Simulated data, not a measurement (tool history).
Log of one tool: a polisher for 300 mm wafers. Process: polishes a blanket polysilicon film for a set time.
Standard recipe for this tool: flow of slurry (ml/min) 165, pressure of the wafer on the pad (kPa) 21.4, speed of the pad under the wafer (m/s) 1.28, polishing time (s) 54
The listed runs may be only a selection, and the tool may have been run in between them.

run,day,flow of slurry (ml/min),pressure of the wafer on the pad (kPa),speed of the pad under the wafer (m/s),polishing time (s),"incoming thickness of the incoming film, nm",film removed (Å)
1,0.000,165,21.4,1.28,54,1815.7,5759
2,4.150,165,21.4,1.28,54,1825.5,5778
3,8.342,165,21.4,1.28,54,1804.9,5805
4,12.571,165,21.4,1.28,54,1791.6,5709
5,17.000,165,21.4,1.28,54,1811.0,5755
6,18.958,165,21.4,1.28,54,1835.9,5838
7,22.929,165,21.4,1.28,54,1821.7,5763
# day 23.554: head pressure recalibrated
8,27.108,165,21.4,1.28,54,1837.5,5724
9,28.950,165,21.4,1.28,54,1810.5,5768
# day 32.321: slurry nozzle cleaned
10,32.679,165,21.4,1.28,54,1823.5,5821
11,34.596,165,21.4,1.06,54,1855.7,4967
# day 34.954: worn pad replaced by a new one
12,37.350,165,21.4,1.06,54,1825.5,4891
13,41.071,190,21.4,1.28,49,1828.1,5319
14,44.200,165,26.2,1.28,54,1841.9,6812
15,48.267,165,21.4,1.50,54,1815.8,6535
16,52.125,120,21.4,1.12,54,1817.0,5002
# day 63.325: head pressure recalibrated
17,65.179,165,21.4,1.10,54,1831.1,5082
# day 66.517: slurry nozzle cleaned
# day 68.304: worn pad replaced by a new one
18,69.321,165,21.4,1.28,54,1798.6,5799
19,73.158,150,21.4,1.28,64,1810.8,6754
20,76.704,165,21.4,1.04,54,1813.5,4857
21,80.062,165,26.9,1.28,45,1798.7,5801
22,82.717,165,28.3,1.28,54,1828.9,7323
23,96.167,165,17.9,1.28,54,1814.7,4949
# day 97.988: head pressure recalibrated
24,100.262,205,21.4,1.12,64,1803.1,6236
# day 102.433: slurry nozzle cleaned
# day 107.371: worn pad replaced by a new one
25,109.829,215,24.1,1.56,39,1802.8,5590
26,113.171,165,21.4,1.28,54,1802.7,5746
27,116.954,165,21.4,1.28,54,1860.9,5749
28,118.950,165,21.4,1.28,54,1817.0,5716
29,122.717,120,15.9,1.68,61,1803.4,6165
30,124.971,165,21.4,1.28,54,1845.9,5741
31,128.675,165,21.4,1.66,54,1845.9,7167
32,131.942,165,21.4,1.28,54,1832.3,5774
# day 132.033: head pressure recalibrated
# day 133.975: slurry nozzle cleaned
33,134.283,165,21.4,1.28,54,1845.6,5756
34,137.346,165,21.4,1.42,54,1822.4,6331
# day 140.779: worn pad replaced by a new one
35,141.183,150,28.3,1.28,54,1849.7,7246
36,143.796,165,21.4,1.28,54,1812.1,5848

For each run, what was the tool's unlogged condition?
removal rate lost through wear of the pad, %: 0 on each run
slurry flow missing at the pad, %: 0 on each run
deviation of the head's pressure from its setpoint, %: 0 on each run

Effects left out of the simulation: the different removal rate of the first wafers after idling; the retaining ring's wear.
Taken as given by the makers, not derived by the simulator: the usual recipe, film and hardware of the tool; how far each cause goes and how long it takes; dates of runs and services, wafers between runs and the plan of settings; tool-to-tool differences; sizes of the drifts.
